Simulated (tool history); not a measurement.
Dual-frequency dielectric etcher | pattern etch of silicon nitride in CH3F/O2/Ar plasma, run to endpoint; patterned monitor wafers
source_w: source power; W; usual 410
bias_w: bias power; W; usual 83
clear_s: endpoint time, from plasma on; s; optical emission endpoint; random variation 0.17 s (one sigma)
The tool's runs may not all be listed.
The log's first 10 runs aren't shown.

run   hour  source_w  bias_w  wafers since the last listed run  hours since the last wet clean  hours since the last source power generator calibration  hours since the last bias power generator calibration  hours since the last upper electrode change  incoming incoming film thickness, nm  clear_s
 11  111.2       410      97                                76                           322.5                                                   2659.1                                                 2644.2                                       3912.4                                 40.83     54.5
 12  125.8       410      83                               117                           337.1                                                   2673.7                                                 2658.8                                       3927.0                                 41.54     59.9
 13  134.3       470      94                                68                           345.6                                                   2682.2                                                 2667.3                                       3935.5                                 41.46     51.9
 14  142.6       470      94                                66                           353.9                                                   2690.5                                                 2675.6                                       3943.8                                 41.17     51.5
 15  156.5       470      94                               111                           367.8                                                   2704.4                                                 2689.5                                       3957.7                                 41.16     51.8
 16  174.0       410      68                               140                           385.3                                                   2721.9                                                 2707.0                                       3975.2                                 41.30     66.1
 17  180.6       410      83                                53                           391.9                                                   2728.5                                                 2713.6                                       3981.8                                 41.20     59.8
 18  193.3       470      94                               102                           404.6                                                   2741.2                                                 2726.3                                       3994.5                                 40.96     51.6
 19  206.6       370      83                               106                           417.9                                                   2754.5                                                 2739.6                                       4007.8                                 41.57     64.2
 20  217.3       360      97                                86                           428.6                                                   2765.2                                                 2750.3                                       4018.5                                 41.67     60.9
     248.2  -- wet clean of the chamber
     248.6  -- upper electrode replaced
 21  249.1       490     101                                59                             0.9                                                   2797.0                                                 2782.1                                          0.5                                 41.05     47.5
 22  249.4       310      70                                 2                             1.2                                                   2797.3                                                 2782.4                                          0.8                                 40.87     76.2
 23  249.8       330      66                                 3                             1.6                                                   2797.7                                                 2782.8                                          1.2                                 40.85     74.9
     288.4  -- source power generator calibrated
 24  288.9       480      96                               282                            40.7                                                      0.5                                                 2821.9                                         40.3                                 41.37     49.7
 25  295.7       410      83                                54                            47.5                                                      7.3                                                 2828.7                                         47.1                                 41.07     58.7
     307.9  -- bias power generator calibrated
 26  308.4       380      83                                69                            60.2                                                     20.0                                                    0.5                                         59.8                                 40.93     60.8
 27  316.4       410      96                                64                            68.2                                                     28.0                                                    8.5                                         67.8                                 41.51     54.7
 28  352.0       350     103                               286                           103.8                                                     63.6                                                   44.1                                        103.4                                 41.05     58.1
 29  365.3       410      83                               106                           117.1                                                     76.9                                                   57.4                                        116.7                                 40.63     57.7
 30  381.3       410      83                               128                           133.1                                                     92.9                                                   73.4                                        132.7                                 41.05     58.3
 31  393.6       360      77                                98                           145.4                                                    105.2                                                   85.7                                        145.0                                 40.92     65.7

The next listed run, before its measurement:
 32  407.9       310      68                               114                           159.7                                                    119.5                                                  100.0                                        159.3                                 41.03        ?

clear_s: 78.5 s
Without the tool's hidden state the same run would have given clear_s 77.4 s.
